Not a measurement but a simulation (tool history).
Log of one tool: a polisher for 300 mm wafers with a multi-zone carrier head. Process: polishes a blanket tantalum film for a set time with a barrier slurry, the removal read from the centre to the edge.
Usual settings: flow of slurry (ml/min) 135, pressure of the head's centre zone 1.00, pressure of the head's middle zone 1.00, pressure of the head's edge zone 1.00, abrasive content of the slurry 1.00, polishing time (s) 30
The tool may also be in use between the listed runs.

run,day,flow of slurry (ml/min),pressure of the head's centre zone,pressure of the head's middle zone,pressure of the head's edge zone,abrasive content of the slurry,polishing time (s),wafers since the last listed run,wafers polished on this pad,hours since the slurry nozzle was cleaned,hours since the centre zone pressure was calibrated,hours since the edge zone pressure was calibrated,hours since the carrier head's membrane was replaced,"incoming thickness of the incoming film, nm",film removed at the wafer's centre (angstrom),film removed at mid-radius (angstrom),film removed at the wafer's edge (angstrom)
1,0.000,135,1.00,1.00,1.00,1.00,30,0,364,374.0,806.0,831.9,1805.5,471.1,312,365,378
2,0.975,135,1.00,1.00,1.00,1.00,30,242,606,397.4,829.4,855.3,1828.9,461.9,316,361,371
3,1.500,135,1.00,1.00,1.00,1.00,30,130,737,410.0,842.0,867.9,1841.5,469.4,314,357,379
# day 1.796: worn pad replaced by a new one
4,2.883,135,1.00,1.00,1.08,1.00,33,302,270,443.2,875.2,901.1,1874.7,478.7,347,399,425
5,3.383,135,1.00,1.00,1.08,1.00,33,124,395,455.2,887.2,913.1,1886.7,470.3,348,395,428
6,4.362,135,1.00,1.00,1.00,1.00,30,243,639,478.7,910.7,936.6,1910.2,471.0,316,355,375
7,5.096,135,1.00,1.00,1.00,1.00,30,182,821,496.3,928.3,954.2,1927.8,471.2,315,360,375
# day 5.504: slurry nozzle cleaned
# day 5.650: worn pad replaced by a new one
8,5.671,135,1.09,1.00,1.00,1.25,30,96,4,4.0,942.1,968.0,1941.6,471.8,375,394,406
# day 7.150: centre zone pressure recalibrated
9,7.171,135,1.00,1.00,1.06,1.00,30,352,357,40.0,0.5,1004.0,1977.6,473.2,352,357,386
# day 7.692: carrier head's membrane replaced by a new one
10,8.008,135,1.00,0.89,1.00,0.80,30,156,514,60.1,20.6,1024.1,7.6,469.1,310,285,332
# day 8.571: worn pad replaced by a new one
# day 8.879: edge zone pressure recalibrated
11,9.183,135,1.00,1.00,1.00,1.00,30,230,131,88.3,48.8,7.3,35.8,471.2,352,357,377
12,9.917,125,1.08,1.00,1.00,1.30,36,182,314,105.9,66.4,24.9,53.4,475.1,499,471,496
13,10.762,135,1.00,1.00,1.00,1.00,30,210,524,126.2,86.7,45.2,73.7,469.6,347,353,374
14,11.312,135,1.00,0.89,1.09,0.80,30,136,661,139.4,99.9,58.4,86.9,464.0,308,288,343

Hidden state at the last listed run before each entry between runs and at the first one after, where it differs:
Between runs 3 and 4: worn pad replaced by a new one (day 1.796)
  deviation of the centre zone's pressure from its setpoint, %: -11.8 -> -12
  measured less the result without the state, film removed at the wafer's centre (angstrom): -43 -> -47
Between runs 7 and 8: slurry nozzle cleaned (day 5.504); worn pad replaced by a new one (day 5.650)
  no hidden state differs between the two runs
  measured less the result without the state, film removed at the wafer's centre (angstrom): -44 -> -52
Between runs 8 and 9: centre zone pressure recalibrated (day 7.150)
  deviation of the centre zone's pressure from its setpoint, %: -12.1 -> -0.361
  measured less the result without the state, film removed at the wafer's centre (angstrom): -52 -> -1
Between runs 9 and 10: carrier head's membrane replaced by a new one (day 7.692)
  deviation of the centre zone's pressure from its setpoint, %: -0.361 -> -1.03
  measured less the result without the state, film removed at the wafer's centre (angstrom): -1 -> -3
Between runs 10 and 11: worn pad replaced by a new one (day 8.571); edge zone pressure recalibrated (day 8.879)
  deviation of the centre zone's pressure from its setpoint, %: -1.03 -> -1.9
  measured less the result without the state, film removed at the wafer's centre (angstrom): -3 -> -7
